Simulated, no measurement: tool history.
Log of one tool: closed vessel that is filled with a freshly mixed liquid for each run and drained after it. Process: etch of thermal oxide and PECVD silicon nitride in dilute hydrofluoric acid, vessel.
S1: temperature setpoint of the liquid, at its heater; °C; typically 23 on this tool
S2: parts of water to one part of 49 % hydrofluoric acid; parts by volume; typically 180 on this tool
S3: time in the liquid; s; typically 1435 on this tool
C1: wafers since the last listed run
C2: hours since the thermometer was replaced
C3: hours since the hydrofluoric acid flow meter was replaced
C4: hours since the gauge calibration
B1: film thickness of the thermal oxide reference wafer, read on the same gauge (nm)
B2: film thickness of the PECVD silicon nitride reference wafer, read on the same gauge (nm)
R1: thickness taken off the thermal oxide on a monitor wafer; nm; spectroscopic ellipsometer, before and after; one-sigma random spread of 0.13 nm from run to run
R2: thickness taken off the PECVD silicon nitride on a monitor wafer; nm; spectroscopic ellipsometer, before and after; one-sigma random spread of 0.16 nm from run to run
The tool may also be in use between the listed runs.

| run | day | S1 | S2 | S3 | C1 | C2 | C3 | C4 | B1 | B2 | R1 | R2 |
|---|---|---|---|---|---|---|---|---|---|---|---|---|
| 1 | 0 | 23 | 180 | 1040 | 0 | 2408.3 | 2348 | 1076.1 | 109.99 | 50.01 | 20.83 | 19.68 |
| 2 | 4.388 | 23 | 180 | 1435 | 5554 | 2513.6 | 2453.3 | 1181.4 | 110.02 | 50 | 28.73 | 26.98 |
| 3 | 7.767 | 23 | 180 | 1435 | 4277 | 2594.7 | 2534.4 | 1262.5 | 110.01 | 50 | 28.82 | 26.87 |
| 4 | 11.458 | 23 | 180 | 1435 | 4673 | 2683.3 | 2623 | 1351.1 | 110 | 49.99 | 28.95 | 26.89 |
| 5 | 14.225 | 23 | 180 | 850 | 3502 | 2749.7 | 2689.4 | 1417.5 | 109.98 | 50 | 17.07 | 15.89 |
| 6 | 17.379 | 23 | 180 | 850 | 3992 | 2825.4 | 2765.1 | 1493.2 | 110.01 | 50.01 | 16.96 | 15.91 |
|  | 17.821 | hydrofluoric acid flow meter replaced |
|  | 19.792 | gauge calibrated |
|  | 22.812 | thermometer replaced |
| 7 | 24.6 | 23 | 210 | 1435 | 9035 | 42.9 | 162.7 | 115.4 | 109.98 | 49.99 | 25.62 | 24.07 |
| 8 | 26.658 | 23 | 180 | 1435 | 2605 | 92.3 | 212.1 | 164.8 | 110 | 50.01 | 30.37 | 28.36 |
| 9 | 28.617 | 23 | 180 | 1435 | 2479 | 139.3 | 259.1 | 211.8 | 110.01 | 50.01 | 30.5 | 28.52 |
| 10 | 32.025 | 23 | 100 | 1435 | 4314 | 221.1 | 340.9 | 293.6 | 110.01 | 49.99 | 60.56 | 50.21 |
| 11 | 35.954 | 21 | 180 | 2060 | 4973 | 315.4 | 435.2 | 387.9 | 110 | 50.02 | 40.57 | 35.38 |
| 12 | 38.204 | 23 | 180 | 1435 | 2848 | 369.4 | 489.2 | 441.9 | 110.02 | 50.01 | 30.43 | 28.23 |

Expected results for the next run?
| 13 | 40.679 | 21 | 210 | 1175 | 3133 | 428.8 | 548.6 | 501.3 | ? | ? | ? | ? |

{"run 13": {"B1": 110, "B2": 50, "R1": 19.13, "R2": 17.39}}
Take away the tool's hidden state, keep the run-to-run variation as it was, and the same run would have given R1 19.41 nm, R2 17.59 nm.

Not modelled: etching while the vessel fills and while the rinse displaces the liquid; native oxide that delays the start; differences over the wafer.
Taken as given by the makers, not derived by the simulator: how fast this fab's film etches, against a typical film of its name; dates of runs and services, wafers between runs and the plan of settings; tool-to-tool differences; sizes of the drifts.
